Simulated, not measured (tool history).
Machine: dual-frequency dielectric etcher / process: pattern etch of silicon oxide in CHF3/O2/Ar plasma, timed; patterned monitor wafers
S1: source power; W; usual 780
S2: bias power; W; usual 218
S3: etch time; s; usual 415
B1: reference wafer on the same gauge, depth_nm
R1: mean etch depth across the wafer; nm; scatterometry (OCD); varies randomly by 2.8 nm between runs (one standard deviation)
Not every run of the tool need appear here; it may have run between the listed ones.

| run | hour | S1 | S2 | S3 | B1 | R1 |
|---|---|---|---|---|---|---|
| 1 | 0 | 900 | 218 | 415 | 1190.8 | 1121.3 |
| 2 | 58.8 | 780 | 218 | 477 | 1189.4 | 1194.5 |
| 3 | 124.6 | 780 | 218 | 477 | 1190.4 | 1196.6 |
| 4 | 195.9 | 780 | 218 | 415 | 1190.1 | 1047.7 |
| 5 | 240 | 780 | 218 | 415 | 1190.1 | 1046.7 |
| 6 | 298.6 | 780 | 218 | 453 | 1189.9 | 1153.8 |
| 7 | 508.6 | 780 | 257 | 415 | 1190.6 | 1114.8 |
| 8 | 564.5 | 780 | 218 | 415 | 1190.4 | 1051 |
| 9 | 628 | 890 | 201 | 473 | 1189.4 | 1217.4 |
| 10 | 680.3 | 780 | 218 | 415 | 1190.1 | 1059.8 |
| 11 | 739.1 | 910 | 256 | 378 | 1189.6 | 1077.3 |
| 12 | 921.8 | 630 | 218 | 340 | 1189.2 | 790.7 |
| 13 | 959.8 | 600 | 189 | 353.5 | 1189.5 | 751.8 |
| 14 | 1028.6 | 910 | 195 | 516.5 | 1188.8 | 1315.9 |
| 15 | 1094.4 | 620 | 245 | 477 | 1189.8 | 1145.2 |

Between the runs listed above, the log contained 7 entries, not reproduced here. Where in the sequence does each belong, and how does what the log doesn't record of the tool's condition differ from the listed run before to the listed run after?
Logged between run 1 and run 2: wet clean of the chamber (hour 13.4)
  etch rate over this chamber's usual, %: 1.94 -> 0.0437; bias power that arrives over what is set, %: 2.67 -> 2.86
  measured less the result without the state, R1: +32.7 -> +13.8 nm
Logged between run 6 and run 7: upper electrode replaced (hour 360.9); gauge calibrated (hour 465.9); wet clean of the chamber (hour 506.8)
  etch rate over this chamber's usual, %: 1.05 -> -0.0497; bias power that arrives over what is set, %: 3.63 -> 4.31
  measured less the result without the state, R1: +28 -> +18.6 nm
Logged between run 8 and run 9: source power generator calibrated (hour 620.3)
  etch rate over this chamber's usual, %: 0.184 -> 0.449; bias power that arrives over what is set, %: 4.49 -> 4.7
  measured less the result without the state, R1: +20.1 -> +26.8 nm
Logged between run 10 and run 11: bias power generator calibrated (hour 690.5)
  etch rate over this chamber's usual, %: 0.668 -> 0.913; bias power that arrives over what is set, %: 4.87 -> 0.596
  measured less the result without the state, R1: +26.7 -> +12.3 nm
Logged between run 12 and run 13: wet clean of the chamber (hour 952.6)
  etch rate over this chamber's usual, %: 1.68 -> 0.163; bias power that arrives over what is set, %: 1.19 -> 1.31
  measured less the result without the state, R1: +16.7 -> +5.1 nm
